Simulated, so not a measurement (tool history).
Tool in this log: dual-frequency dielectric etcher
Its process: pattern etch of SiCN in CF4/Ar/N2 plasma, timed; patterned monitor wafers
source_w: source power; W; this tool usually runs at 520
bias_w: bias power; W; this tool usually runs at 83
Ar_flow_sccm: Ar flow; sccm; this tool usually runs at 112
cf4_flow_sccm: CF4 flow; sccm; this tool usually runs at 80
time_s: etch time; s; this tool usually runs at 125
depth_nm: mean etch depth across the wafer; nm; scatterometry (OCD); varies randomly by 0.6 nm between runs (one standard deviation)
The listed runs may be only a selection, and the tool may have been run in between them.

run,hour,source_w,bias_w,Ar_flow_sccm,cf4_flow_sccm,time_s,wafers since the last listed run,hours since the last wet clean,hours since the last source power generator calibration,hours since the last bias power generator calibration,hours since the last Ar flow controller change,hours since the last CF4 flow controller change,hours since the last upper electrode change,hours since the gauge calibration,"read-back reference wafer on the same gauge, depth_nm",depth_nm
1,0,520,83,94,80,125,0,163.6,1515.5,4131.3,3882.9,2923.9,3939.8,1027.5,139,148.6
# hour 42.7: bias power generator calibrated
2,55.8,520,83,94,80,125,507,219.4,1571.3,13.1,3938.7,2979.7,3995.6,1083.3,139,143.6
3,161.9,520,83,112,80,125,1038,325.5,1677.4,119.2,4044.8,3085.8,4101.7,1189.4,139.2,141.6
# hour 226.5: upper electrode replaced, of another model than before
4,268,520,83,112,80,125,803,431.6,1783.5,225.3,4150.9,3191.9,41.5,1295.5,139.1,141.6
5,362.1,520,103,91,80,125,921,525.7,1877.6,319.4,4245,3286,135.6,1389.6,139,156.3
# hour 420.6: wet clean of the chamber
6,450.5,560,91,99,80,108,630,29.9,1966,407.8,4333.4,3374.4,224,1478,138.7,134.9
7,516.4,520,83,112,80,125,645,95.8,2031.9,473.7,4399.3,3440.3,289.9,1543.9,138.9,142
8,616.8,520,94,130,80,90,983,196.2,2132.3,574.1,4499.7,3540.7,390.3,1644.3,139,105.5
# hour 657.4: Ar flow controller replaced
# hour 689.4: gauge calibrated
9,702.9,450,83,112,92,125,784,282.3,2218.4,660.2,45.5,3626.8,476.4,13.5,139,131.3
10,785.9,520,83,112,87,125,812,365.3,2301.4,743.2,128.5,3709.8,559.4,96.5,139,142.4
11,841.6,520,98,112,80,125,545,421,2357.1,798.9,184.2,3765.5,615.1,152.2,139,151.3
# hour 894.7: wet clean of the chamber
12,907.2,590,89,100,75,125,407,12.5,2422.7,864.5,249.8,3831.1,680.7,217.8,139.1,159.8
# hour 993.9: CF4 flow controller replaced
# hour 1056.1: source power generator calibrated
13,1196,520,83,96,80,109.5,2730,301.3,139.9,1153.3,538.6,202.1,969.5,506.6,139,125.5
14,1270.8,520,83,112,80,125,732,376.1,214.7,1228.1,613.4,276.9,1044.3,581.4,139,142.9
15,1367,520,83,112,73,125,942,472.3,310.9,1324.3,709.6,373.1,1140.5,677.6,139.2,141.2
16,1411.7,620,83,97,74,162.5,437,517,355.6,1369,754.3,417.8,1185.2,722.3,139,211.4
# hour 1460.5: wet clean of the chamber
17,1502,520,89,112,96,125,649,41.5,445.9,1459.3,844.6,508.1,1275.5,812.6,139,149.2

Forecast run 18:
18,1599.8,520,83,112,80,125,957,139.3,543.7,1557.1,942.4,605.9,1373.3,910.4,?,?

Run 18 produced read-back reference wafer on the same gauge, depth_nm 138.9, depth_nm 142.5 nm.
Minus the tool's unlogged condition, the same run would have read depth_nm 140.8 nm.
